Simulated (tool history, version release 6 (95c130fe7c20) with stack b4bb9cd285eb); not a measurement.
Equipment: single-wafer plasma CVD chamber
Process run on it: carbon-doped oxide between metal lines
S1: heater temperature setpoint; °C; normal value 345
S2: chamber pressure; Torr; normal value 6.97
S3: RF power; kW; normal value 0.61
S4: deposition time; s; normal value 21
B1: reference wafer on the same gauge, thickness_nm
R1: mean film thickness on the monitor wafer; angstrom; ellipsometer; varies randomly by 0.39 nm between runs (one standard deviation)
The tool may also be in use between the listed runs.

run	day	S1	S2	S3	S4	B1	R1
1	0	345	6.97	0.61	17.9	133.15	990.05
2	1.075	345	6.97	0.61	21	133.007	1158.61
3	2.271	345	6.97	0.61	21	133.037	1161.88
4	3.621	345	6.97	0.61	21	132.989	1153.75
5	4.812	354	6.97	0.61	21	132.991	1124.14
6	5.933	345	6.97	0.61	21	133.042	1154.99
7	6.583	345	6.97	0.61	21	133.133	1155.42
8	7.171	345	6.97	0.515	21	132.973	1016.32
9	8.058	345	6.97	0.515	21	132.947	1016.4
10	8.596	345	6.97	0.61	21	133.006	1157.45
11	9.762	345	6.97	0.725	21	132.998	1303.19
# day 10.654: thermocouple changed; heater temperature recalibrated
12	11.046	345	6.97	0.61	21	132.926	1155.59
13	13.958	345	6.97	0.61	21	132.98	1152.03
14	15.046	345	7.62	0.61	22.3	132.972	1235
# day 15.658: showerhead replaced
# day 15.792: gauge calibrated
15	16.396	345	6.97	0.61	21	133.114	1155.2
# day 16.808: RF generator calibrated
16	17.162	333	7.54	0.61	17.6	133.017	1088.19
17	18.538	345	6.97	0.56	21	132.97	1155.08
18	19.796	345	6.97	0.61	21	133.007	1222.55
19	20.854	345	6.97	0.61	18	133.006	1056
# day 21.988: capacitance manometer re-zeroed and calibrated
20	22.008	345	6.97	0.61	21	132.898	1223.13
21	22.742	345	6.97	0.61	21	132.93	1218.42
22	23.75	349	7.62	0.61	23.6	132.978	1358.85
23	25.171	334	8.1	0.56	21	133.067	1198.96
24	25.821	345	6.97	0.61	17.1	132.976	991.89
25	26.429	345	5.37	0.61	21	133.08	1180.17
26	27.396	345	6.97	0.61	18	133.01	1040
27	28.358	337	6.97	0.685	22.8	132.926	1459.75
28	32.508	345	6.97	0.525	21	133.084	1077.75
29	33.412	345	8.71	0.61	21	132.961	1215.97

Predict each of these 3 candidate next runs independently; none follows another, all start after run 29:
A	33.429	358	6.97	0.61	21	?	?
B	33.429	352	5.77	0.5	24.5	?	?
C	33.429	345	6.13	0.525	21	?	?

run	B1	R1
A	133.033	1157.75
B	133.033	1162.42
C	133.033	1068.22
Without the tool's hidden state the same runs would have given:
run	R1
A	1188.5
B	1194.78
C	1097.67
